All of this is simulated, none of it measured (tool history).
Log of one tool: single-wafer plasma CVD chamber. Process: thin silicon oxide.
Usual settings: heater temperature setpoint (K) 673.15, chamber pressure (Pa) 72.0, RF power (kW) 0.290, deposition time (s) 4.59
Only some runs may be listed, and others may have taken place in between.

| run | hour | heater temperature setpoint (K) | chamber pressure (Pa) | RF power (kW) | deposition time (s) | read-back reference wafer on the same gauge, thickness_nm | mean film thickness on the monitor wafer (angstrom) |
|---|---|---|---|---|---|---|---|
| 1 | 0.0 | 673.15 | 72.0 | 0.290 | 4.59 | 5.492 | 53.30 |
| 2 | 56.9 | 673.15 | 72.0 | 0.290 | 4.94 | 5.494 | 56.86 |
| 3 | 159.2 | 673.15 | 72.0 | 0.290 | 4.94 | 5.487 | 56.59 |
|  | 242.4 | capacitance manometer re-zeroed and calibrated |
| 4 | 245.7 | 673.15 | 72.0 | 0.290 | 4.94 | 5.487 | 61.32 |
|  | 346.4 | gauge calibrated |
| 5 | 350.9 | 673.15 | 72.0 | 0.290 | 4.59 | 5.493 | 56.43 |
|  | 397.2 | RF generator calibrated |
|  | 408.8 | thermocouple changed; heater temperature recalibrated |
| 6 | 409.3 | 673.15 | 72.0 | 0.290 | 4.59 | 5.492 | 56.29 |
| 7 | 460.8 | 673.15 | 72.0 | 0.290 | 4.59 | 5.484 | 56.34 |
| 8 | 514.2 | 673.15 | 60.8 | 0.290 | 4.59 | 5.484 | 48.09 |
| 9 | 603.0 | 673.15 | 60.8 | 0.290 | 4.59 | 5.496 | 47.80 |
| 10 | 643.1 | 673.15 | 60.8 | 0.290 | 4.59 | 5.488 | 47.95 |
| 11 | 696.1 | 688.15 | 87.7 | 0.330 | 4.20 | 5.481 | 66.02 |
| 12 | 788.5 | 663.15 | 56.7 | 0.275 | 3.87 | 5.490 | 36.63 |
| 13 | 831.3 | 673.15 | 60.7 | 0.290 | 5.17 | 5.490 | 53.37 |
| 14 | 881.5 | 673.15 | 89.6 | 0.260 | 4.59 | 5.490 | 66.86 |
| 15 | 929.9 | 673.15 | 72.0 | 0.290 | 4.59 | 5.489 | 56.20 |

Run 16 comes next. What will it give?
| 16 | 1111.4 | 673.15 | 64.1 | 0.255 | 4.59 | ? | ? |

read-back reference wafer on the same gauge, thickness_nm: 5.490
mean film thickness on the monitor wafer (angstrom): 47.05
Had the tool carried no hidden state, the very same run would have given mean film thickness on the monitor wafer (angstrom) 47.04.

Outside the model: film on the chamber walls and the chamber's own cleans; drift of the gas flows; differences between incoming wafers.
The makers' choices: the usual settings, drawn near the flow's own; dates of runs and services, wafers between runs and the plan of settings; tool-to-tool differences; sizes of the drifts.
